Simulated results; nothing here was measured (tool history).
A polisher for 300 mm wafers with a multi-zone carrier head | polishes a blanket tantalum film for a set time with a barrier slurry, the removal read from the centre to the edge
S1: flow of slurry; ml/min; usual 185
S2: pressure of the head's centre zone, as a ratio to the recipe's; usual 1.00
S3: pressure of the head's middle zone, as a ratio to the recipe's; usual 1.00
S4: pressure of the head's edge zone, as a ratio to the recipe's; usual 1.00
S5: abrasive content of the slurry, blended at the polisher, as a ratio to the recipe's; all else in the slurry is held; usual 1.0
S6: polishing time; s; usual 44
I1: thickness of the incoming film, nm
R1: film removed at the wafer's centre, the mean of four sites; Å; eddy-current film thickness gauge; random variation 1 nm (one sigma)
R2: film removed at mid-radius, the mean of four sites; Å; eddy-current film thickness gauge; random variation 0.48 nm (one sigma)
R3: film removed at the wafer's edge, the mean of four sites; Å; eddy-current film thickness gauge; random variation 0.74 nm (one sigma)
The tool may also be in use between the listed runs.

Run 1, hour 0.0: usual settings but S2 0.92; I1 252.7. Result: R1 602 Å, R2 759 Å, R3 747 Å.
Run 2, hour 11.6: usual settings; I1 246.7. Result: R1 651 Å, R2 764 Å, R3 756 Å.
Run 3, hour 20.0: usual settings; I1 246.3. Result: R1 656 Å, R2 761 Å, R3 754 Å.
Run 4, hour 31.5: usual settings; I1 250.0. Result: R1 651 Å, R2 764 Å, R3 762 Å.
Run 5, hour 38.6: usual settings; I1 251.8. Result: R1 648 Å, R2 765 Å, R3 753 Å.
At hour 48.5: centre zone pressure recalibrated.
Run 6, hour 51.0: usual settings; I1 247.7. Result: R1 754 Å, R2 759 Å, R3 746 Å.
At hour 58.9: edge zone pressure recalibrated.
Run 7, hour 65.6: usual settings; I1 248.1. Result: R1 758 Å, R2 763 Å, R3 751 Å.
At hour 80.7: slurry nozzle cleaned.
At hour 82.6: worn pad replaced by a new one.
Run 8, hour 83.1: usual settings; I1 250.6. Result: R1 753 Å, R2 764 Å, R3 762 Å.
Run 9, hour 93.8: usual settings; I1 249.2. Result: R1 739 Å, R2 761 Å, R3 749 Å.
Run 10, hour 109.8: usual settings but S6 31 s; I1 248.6. Result: R1 533 Å, R2 530 Å, R3 536 Å.
Run 11, hour 115.9: usual settings but S1 215 ml/min, S2 0.97, S5 1.1, S6 37 s; I1 251.5. Result: R1 650 Å, R2 667 Å, R3 666 Å.
Run 12, hour 129.3: usual settings but S4 0.91, S6 31 s; I1 252.7. Result: R1 546 Å, R2 534 Å, R3 521 Å.
Run 13, hour 140.2: usual settings but S1 135 ml/min, S2 0.90, S4 1.07; I1 248.5. Result: R1 655 Å, R2 730 Å, R3 771 Å.
Run 14, hour 146.5: usual settings but S1 155 ml/min, S2 0.93, S5 0.8, S6 58 s; I1 248.3. Result: R1 840 Å, R2 907 Å, R3 913 Å.
At hour 153.1: carrier head's membrane replaced by a new one.
Run 15, hour 160.6: usual settings but S1 240 ml/min, S2 0.96; I1 248.2. Result: R1 741 Å, R2 783 Å, R3 771 Å.
At hour 172.3: worn pad replaced by a new one.
Run 16, hour 172.8: usual settings but S2 1.04; I1 253.0. Result: R1 790 Å, R2 764 Å, R3 761 Å.
Run 17, hour 182.3: usual settings; I1 250.1. Result: R1 753 Å, R2 758 Å, R3 753 Å.
Run 18, hour 205.5: usual settings but S1 125 ml/min, S4 1.07, S5 1.3; I1 254.6. Result: R1 777 Å, R2 777 Å, R3 815 Å.
Run 19, hour 219.9: usual settings but S2 1.05, S4 1.11; I1 251.2. Result: R1 794 Å, R2 762 Å, R3 800 Å.
Run 20, hour 235.1: usual settings but S1 235 ml/min, S4 1.08; I1 251.5. Result: R1 770 Å, R2 778 Å, R3 792 Å.
Run 21, hour 248.8: usual settings but S2 0.94; I1 251.3. Result: R1 691 Å, R2 753 Å, R3 755 Å.
Run 22, hour 265.2: usual settings; I1 248.7. Result: R1 748 Å, R2 760 Å, R3 750 Å.

Forecast each of these 4 alternatives for the next run:
Run A, hour 265.6: usual settings but S2 0.95; I1 253.8. Result: R1 ?, R2 ?, R3 ?.
Run B, hour 265.6: usual settings but S2 1.05; I1 253.8. Result: R1 ?, R2 ?, R3 ?.
Run C, hour 265.6: usual settings but S3 1.09, S4 0.95; I1 253.8. Result: R1 ?, R2 ?, R3 ?.
Run D, hour 265.6: usual settings but S3 0.92, S4 1.10, S6 35 s; I1 253.8. Result: R1 ?, R2 ?, R3 ?.

run   R1   R2   R3
  A  716  758  758
  B  792  758  758
  C  754  816  739
  D  599  562  633
Without the tool's hidden state the same runs would have given:
run   R1   R2   R3
  A  726  758  758
  B  803  758  758
  C  765  816  739
  D  608  562  633
